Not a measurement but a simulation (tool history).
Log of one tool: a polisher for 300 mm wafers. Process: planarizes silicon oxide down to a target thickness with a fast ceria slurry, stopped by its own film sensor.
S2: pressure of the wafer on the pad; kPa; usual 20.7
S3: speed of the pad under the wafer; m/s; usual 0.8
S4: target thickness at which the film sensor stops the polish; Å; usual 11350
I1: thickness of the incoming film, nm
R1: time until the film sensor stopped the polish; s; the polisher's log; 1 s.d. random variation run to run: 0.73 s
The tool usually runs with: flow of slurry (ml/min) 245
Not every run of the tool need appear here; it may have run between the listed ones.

run 1 hour=0 | flow_of_slurry_(ml/min)=245 S2=20.7 S3=0.8 S4=11350 | I1=1779.4 | R1=60.5
-- hour=13.3 worn pad replaced by a new one
run 2 hour=58.1 | flow_of_slurry_(ml/min)=245 S2=20.7 S3=0.8 S4=11350 | I1=1834 | R1=56.7
run 3 hour=108.7 | flow_of_slurry_(ml/min)=245 S2=20.7 S3=0.8 S4=11350 | I1=1812.3 | R1=56.2
run 4 hour=169.3 | flow_of_slurry_(ml/min)=245 S2=20.7 S3=0.64 S4=12270 | I1=1763.1 | R1=51
run 5 hour=198.5 | flow_of_slurry_(ml/min)=245 S2=20.7 S3=0.8 S4=10010 | I1=1809.9 | R1=69.8
run 6 hour=227.8 | flow_of_slurry_(ml/min)=245 S2=20.7 S3=0.8 S4=10010 | I1=1820.2 | R1=68.2
run 7 hour=258.4 | flow_of_slurry_(ml/min)=245 S2=20.7 S3=0.8 S4=10010 | I1=1794.8 | R1=68.2
run 8 hour=296.3 | flow_of_slurry_(ml/min)=245 S2=20.7 S3=0.8 S4=11350 | I1=1821.9 | R1=60.8
-- hour=412.8 head pressure recalibrated
run 9 hour=464.8 | flow_of_slurry_(ml/min)=245 S2=20.7 S3=0.8 S4=11350 | I1=1770.6 | R1=58.3
run 10 hour=497.8 | flow_of_slurry_(ml/min)=245 S2=20.7 S3=0.8 S4=11350 | I1=1820.3 | R1=63.7
-- hour=529.5 worn pad replaced by a new one, of another model than before
-- hour=542.4 slurry nozzle cleaned
run 11 hour=683.7 | flow_of_slurry_(ml/min)=245 S2=18.6 S3=0.72 S4=11350 | I1=1827.4 | R1=64.1
run 12 hour=732.3 | flow_of_slurry_(ml/min)=245 S2=18.6 S3=0.72 S4=11350 | I1=1782.7 | R1=60.9
run 13 hour=757.5 | flow_of_slurry_(ml/min)=245 S2=18.6 S3=0.72 S4=11350 | I1=1802.6 | R1=62.7
run 14 hour=806 | flow_of_slurry_(ml/min)=245 S2=20.7 S3=0.8 S4=11350 | I1=1779.6 | R1=55.5
run 15 hour=846.9 | flow_of_slurry_(ml/min)=175 S2=25.5 S3=0.8 S4=11350 | I1=1787.7 | R1=53
run 16 hour=872.8 | flow_of_slurry_(ml/min)=245 S2=20.7 S3=0.8 S4=11350 | I1=1781.1 | R1=56.4
run 17 hour=905.8 | flow_of_slurry_(ml/min)=200 S2=24.1 S3=1.02 S4=11350 | I1=1833 | R1=51.8
run 18 hour=978.4 | flow_of_slurry_(ml/min)=245 S2=20.7 S3=0.8 S4=12060 | I1=1813.6 | R1=55.1
-- hour=994.6 worn pad replaced by a new one
run 19 hour=1003.3 | flow_of_slurry_(ml/min)=300 S2=20.7 S3=0.8 S4=12600 | I1=1789.6 | R1=42.1
run 20 hour=1048.3 | flow_of_slurry_(ml/min)=245 S2=20.7 S3=0.8 S4=11350 | I1=1817.1 | R1=56.4
run 21 hour=1093.4 | flow_of_slurry_(ml/min)=275 S2=20.7 S3=0.8 S4=9040 | I1=1835.4 | R1=75.9
run 22 hour=1118.5 | flow_of_slurry_(ml/min)=245 S2=20.7 S3=0.8 S4=11350 | I1=1823.3 | R1=58.3
run 23 hour=1171 | flow_of_slurry_(ml/min)=245 S2=16.5 S3=0.8 S4=13600 | I1=1814.8 | R1=42.4
run 24 hour=1218.9 | flow_of_slurry_(ml/min)=245 S2=25.5 S3=0.8 S4=11350 | I1=1832.9 | R1=51.3
run 25 hour=1270.2 | flow_of_slurry_(ml/min)=245 S2=23.4 S3=0.94 S4=11350 | I1=1789.9 | R1=48.5
run 26 hour=1306.5 | flow_of_slurry_(ml/min)=215 S2=17.9 S3=0.8 S4=11350 | I1=1814.7 | R1=65.2
-- hour=1322.7 slurry nozzle cleaned
run 27 hour=1338.1 | flow_of_slurry_(ml/min)=160 S2=24.8 S3=0.62 S4=9550 | I1=1796.2 | R1=79.5
-- hour=1363.6 head pressure recalibrated
run 28 hour=1405.7 | flow_of_slurry_(ml/min)=245 S2=14.5 S3=0.8 S4=10630 | I1=1804.6 | R1=81
-- hour=1435.8 worn pad replaced by a new one
run 29 hour=1454.3 | flow_of_slurry_(ml/min)=245 S2=17.2 S3=0.58 S4=11350 | I1=1775.8 | R1=65.7
run 30 hour=1507.6 | flow_of_slurry_(ml/min)=310 S2=15.2 S3=0.72 S4=13420 | I1=1798.1 | R1=44.2
run 31 hour=1552.1 | flow_of_slurry_(ml/min)=245 S2=22.8 S3=0.54 S4=13480 | I1=1800.4 | R1=41.4
run 32 hour=1621.5 | flow_of_slurry_(ml/min)=245 S2=20.7 S3=0.68 S4=12670 | I1=1796.4 | R1=48.2
run 33 hour=1678.3 | flow_of_slurry_(ml/min)=245 S2=20.7 S3=0.8 S4=11350 | I1=1777.7 | R1=55
run 34 hour=1702.9 | flow_of_slurry_(ml/min)=180 S2=18.6 S3=0.8 S4=11350 | I1=1779.7 | R1=63.2
run 35 hour=1735.2 | flow_of_slurry_(ml/min)=245 S2=17.9 S3=1.04 S4=10190 | I1=1806.4 | R1=64.7
run 36 hour=1788.6 | flow_of_slurry_(ml/min)=200 S2=20.7 S3=0.9 S4=11350 | I1=1798.3 | R1=56.4

Below are 5 alternative next runs, each starting from the tool's condition after run 36. Predict each:
run A hour=1789 | flow_of_slurry_(ml/min)=245 S2=20.7 S3=0.8 S4=13620 | I1=1801.9 | R1=?
run B hour=1789 | flow_of_slurry_(ml/min)=245 S2=14.5 S3=0.64 S4=11350 | I1=1801.9 | R1=?
run C hour=1789 | flow_of_slurry_(ml/min)=180 S2=20.7 S3=0.9 S4=12620 | I1=1801.9 | R1=?
run D hour=1789 | flow_of_slurry_(ml/min)=245 S2=20.7 S3=0.8 S4=12270 | I1=1801.9 | R1=?
run E hour=1789 | flow_of_slurry_(ml/min)=205 S2=22.8 S3=0.9 S4=12210 | I1=1801.9 | R1=?

run=A R1=39.3
run=B R1=80.1
run=C R1=47.9
run=D R1=51.4
run=E R1=47.5
Had the tool no hidden state, the same runs would have come out as:
run=A R1=35.7
run=B R1=72.8
run=C R1=43.5
run=D R1=46.7
run=E R1=43.2

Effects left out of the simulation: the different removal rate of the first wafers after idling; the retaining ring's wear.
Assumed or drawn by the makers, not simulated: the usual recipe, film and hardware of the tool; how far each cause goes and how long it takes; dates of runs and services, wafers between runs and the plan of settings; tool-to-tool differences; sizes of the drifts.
